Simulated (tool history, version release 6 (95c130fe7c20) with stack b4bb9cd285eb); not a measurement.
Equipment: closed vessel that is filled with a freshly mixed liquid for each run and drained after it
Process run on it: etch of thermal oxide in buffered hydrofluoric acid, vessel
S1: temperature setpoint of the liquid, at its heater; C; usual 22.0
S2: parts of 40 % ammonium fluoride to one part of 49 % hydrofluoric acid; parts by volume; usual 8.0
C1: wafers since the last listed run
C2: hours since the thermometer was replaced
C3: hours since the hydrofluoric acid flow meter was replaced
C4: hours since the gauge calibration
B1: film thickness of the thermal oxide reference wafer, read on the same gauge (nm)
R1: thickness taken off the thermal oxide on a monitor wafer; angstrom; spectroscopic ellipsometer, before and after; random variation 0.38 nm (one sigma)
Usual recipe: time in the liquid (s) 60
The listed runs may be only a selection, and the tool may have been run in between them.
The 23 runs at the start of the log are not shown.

run 24 hour=1747.7 | S1=19.5 S2=9.5 time_in_the_liquid_(s)=60 | C1=6383 C2=1041.8 C3=915.6 C4=1196.3 | B1=100.03 | R1=635.9
run 25 hour=1796.4 | S1=25.5 S2=8.0 time_in_the_liquid_(s)=30 | C1=3552 C2=1090.5 C3=964.3 C4=1245.0 | B1=99.96 | R1=526.7
-- hour=1889.0 hydrofluoric acid flow meter replaced
run 26 hour=1891.1 | S1=22.0 S2=8.0 time_in_the_liquid_(s)=60 | C1=6835 C2=1185.2 C3=2.1 C4=1339.7 | B1=99.98 | R1=827.5
run 27 hour=1955.3 | S1=22.0 S2=9.5 time_in_the_liquid_(s)=70 | C1=4683 C2=1249.4 C3=66.3 C4=1403.9 | B1=99.99 | R1=815.5
run 28 hour=2029.4 | S1=22.0 S2=6.5 time_in_the_liquid_(s)=40 | C1=5405 C2=1323.5 C3=140.4 C4=1478.0 | B1=99.97 | R1=685.2
run 29 hour=2098.0 | S1=22.0 S2=8.0 time_in_the_liquid_(s)=60 | C1=5004 C2=1392.1 C3=209.0 C4=1546.6 | B1=100.02 | R1=840.0
run 30 hour=2201.7 | S1=26.5 S2=5.5 time_in_the_liquid_(s)=60 | C1=7565 C2=1495.8 C3=312.7 C4=1650.3 | B1=100.00 | R1=1506.8
run 31 hour=2270.9 | S1=27.0 S2=10.5 time_in_the_liquid_(s)=35 | C1=5048 C2=1565.0 C3=381.9 C4=1719.5 | B1=100.01 | R1=503.9
run 32 hour=2322.8 | S1=19.5 S2=8.0 time_in_the_liquid_(s)=60 | C1=3786 C2=1616.9 C3=433.8 C4=1771.4 | B1=100.00 | R1=731.4

Consider 5 possible next runs. They are alternatives, not a sequence: every one starts from the tool as it was left by run 32. What does each give?
run A hour=2323.5 | S1=22.0 S2=10.5 time_in_the_liquid_(s)=60 | C1=51 C2=1617.6 C3=434.5 C4=1772.1 | B1=? | R1=?
run B hour=2323.5 | S1=23.5 S2=8.0 time_in_the_liquid_(s)=45 | C1=51 C2=1617.6 C3=434.5 C4=1772.1 | B1=? | R1=?
run C hour=2323.5 | S1=25.5 S2=8.0 time_in_the_liquid_(s)=45 | C1=51 C2=1617.6 C3=434.5 C4=1772.1 | B1=? | R1=?
run D hour=2323.5 | S1=20.0 S2=8.0 time_in_the_liquid_(s)=35 | C1=51 C2=1617.6 C3=434.5 C4=1772.1 | B1=? | R1=?
run E hour=2323.5 | S1=19.5 S2=6.0 time_in_the_liquid_(s)=50 | C1=51 C2=1617.6 C3=434.5 C4=1772.1 | B1=? | R1=?

run=A B1=99.99 R1=657.8
run=B B1=99.99 R1=683.6
run=C B1=99.99 R1=762.0
run=D B1=99.99 R1=438.2
run=E B1=99.99 R1=800.0
Had the tool no hidden state, the same runs would have come out as:
run=A R1=645.1
run=B R1=668.9
run=C R1=745.7
run=D R1=428.7
run=E R1=786.5
